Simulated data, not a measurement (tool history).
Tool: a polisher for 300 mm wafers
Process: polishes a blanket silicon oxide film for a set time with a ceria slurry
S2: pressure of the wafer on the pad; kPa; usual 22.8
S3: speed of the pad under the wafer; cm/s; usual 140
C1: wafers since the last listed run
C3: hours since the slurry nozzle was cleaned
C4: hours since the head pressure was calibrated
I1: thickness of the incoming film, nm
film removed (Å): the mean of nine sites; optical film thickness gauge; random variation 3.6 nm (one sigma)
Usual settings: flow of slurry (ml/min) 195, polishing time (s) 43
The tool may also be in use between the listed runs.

Run 1, hour 0.0: usual settings but flow of slurry (ml/min) 160; C1 0; wafers polished on this pad 116; C3 416.8; C4 876.9; I1 789.8. Result: film removed (Å) 2569.
Run 2, hour 19.7: usual settings but flow of slurry (ml/min) 160; C1 240; wafers polished on this pad 357; C3 436.5; C4 896.6; I1 772.4. Result: film removed (Å) 2599.
Run 3, hour 31.8: usual settings; C1 147; wafers polished on this pad 505; C3 448.6; C4 908.7; I1 781.7. Result: film removed (Å) 2644.
Run 4, hour 53.6: usual settings; C1 266; wafers polished on this pad 771; C3 470.4; C4 930.5; I1 775.3. Result: film removed (Å) 2735.
Run 5, hour 77.3: usual settings; C1 289; wafers polished on this pad 1061; C3 494.1; C4 954.2; I1 773.9. Result: film removed (Å) 2766.
Run 6, hour 99.1: usual settings; C1 266; wafers polished on this pad 1327; C3 515.9; C4 976.0; I1 785.0. Result: film removed (Å) 2674.
Run 7, hour 136.0: usual settings; C1 451; wafers polished on this pad 1778; C3 552.8; C4 1012.9; I1 792.2. Result: film removed (Å) 2770.
At hour 146.4: worn pad replaced by a new one.
Run 8, hour 162.4: usual settings but flow of slurry (ml/min) 245; C1 273; wafers polished on this pad 195; C3 579.2; C4 1039.3; I1 796.6. Result: film removed (Å) 2828.
Run 9, hour 181.7: usual settings but flow of slurry (ml/min) 245; C1 235; wafers polished on this pad 431; C3 598.5; C4 1058.6; I1 778.0. Result: film removed (Å) 2799.
Run 10, hour 205.8: usual settings but flow of slurry (ml/min) 245; C1 294; wafers polished on this pad 725; C3 622.6; C4 1082.7; I1 772.6. Result: film removed (Å) 2873.
At hour 224.3: slurry nozzle cleaned.
Run 11, hour 224.8: usual settings but polishing time (s) 36; C1 220; wafers polished on this pad 945; C3 0.5; C4 1101.7; I1 768.8. Result: film removed (Å) 2238.
Run 12, hour 248.1: usual settings but flow of slurry (ml/min) 245; C1 284; wafers polished on this pad 1230; C3 23.8; C4 1125.0; I1 776.3. Result: film removed (Å) 2844.
At hour 272.9: worn pad replaced by a new one.
Run 13, hour 273.4: usual settings but flow of slurry (ml/min) 265, S2 17.2 kPa, S3 158 cm/s, polishing time (s) 54; C1 260; wafers polished on this pad 6; C3 49.1; C4 1150.3; I1 790.1. Result: film removed (Å) 3229.
Run 14, hour 301.6: usual settings but flow of slurry (ml/min) 235, S2 29.6 kPa, S3 110 cm/s; C1 344; wafers polished on this pad 351; C3 77.3; C4 1178.5; I1 769.5. Result: film removed (Å) 2836.
Run 15, hour 382.9: usual settings but flow of slurry (ml/min) 160, S2 19.3 kPa, S3 152 cm/s, polishing time (s) 48; C1 993; wafers polished on this pad 1345; C3 158.6; C4 1259.8; I1 778.8. Result: film removed (Å) 2856.
Run 16, hour 418.0: usual settings but S2 16.5 kPa, polishing time (s) 32; C1 429; wafers polished on this pad 1774; C3 193.7; C4 1294.9; I1 783.2. Result: film removed (Å) 1568.
At hour 426.8: head pressure recalibrated.
At hour 429.1: worn pad replaced by a new one.
Run 17, hour 451.7: usual settings but S2 14.5 kPa, polishing time (s) 53; C1 359; wafers polished on this pad 276; C3 227.4; C4 24.9; I1 792.7. Result: film removed (Å) 2426.
At hour 515.6: head pressure recalibrated, repeated, since the last time left the tool worse.
Run 18, hour 529.4: usual settings; C1 925; wafers polished on this pad 1201; C3 305.1; C4 13.8; I1 777.5. Result: film removed (Å) 2638.
At hour 558.1: worn pad replaced by a new one.
Run 19, hour 569.8: usual settings but S2 29.0 kPa; C1 445; wafers polished on this pad 143; C3 345.5; C4 54.2; I1 790.5. Result: film removed (Å) 3258.
Run 20, hour 604.0: usual settings but S2 18.6 kPa, S3 124 cm/s; C1 418; wafers polished on this pad 561; C3 379.7; C4 88.4; I1 768.8. Result: film removed (Å) 1962.
Run 21, hour 622.3: usual settings but S2 18.6 kPa, S3 124 cm/s; C1 223; wafers polished on this pad 785; C3 398.0; C4 106.7; I1 767.9. Result: film removed (Å) 1914.
Run 22, hour 654.0: usual settings but flow of slurry (ml/min) 160; C1 387; wafers polished on this pad 1172; C3 429.7; C4 138.4; I1 783.4. Result: film removed (Å) 2585.
Run 23, hour 684.4: usual settings but flow of slurry (ml/min) 235, S3 126 cm/s, polishing time (s) 29; C1 371; wafers polished on this pad 1544; C3 460.1; C4 168.8; I1 769.8. Result: film removed (Å) 1595.

Forecast each of these 5 alternatives for the next run:
Run A, hour 684.8: usual settings; C1 4; wafers polished on this pad 1549; C3 460.5; C4 169.2; I1 779.6. Result: film removed (Å) ?.
Run B, hour 684.8: usual settings but flow of slurry (ml/min) 250, polishing time (s) 57; C1 4; wafers polished on this pad 1549; C3 460.5; C4 169.2; I1 779.6. Result: film removed (Å) ?.
Run C, hour 684.8: usual settings but flow of slurry (ml/min) 255, S3 158 cm/s; C1 4; wafers polished on this pad 1549; C3 460.5; C4 169.2; I1 779.6. Result: film removed (Å) ?.
Run D, hour 684.8: usual settings but flow of slurry (ml/min) 250, polishing time (s) 50; C1 4; wafers polished on this pad 1549; C3 460.5; C4 169.2; I1 779.6. Result: film removed (Å) ?.
Run E, hour 684.8: usual settings but S3 126 cm/s, polishing time (s) 37; C1 4; wafers polished on this pad 1549; C3 460.5; C4 169.2; I1 779.6. Result: film removed (Å) ?.

run  film removed (Å)
  A              2620
  B              3587
  C              3060
  D              3146
  E              2029
Without the tool's hidden state the same runs would have given:
run  film removed (Å)
  A              2589
  B              3544
  C              3024
  D              3108
  E              2005
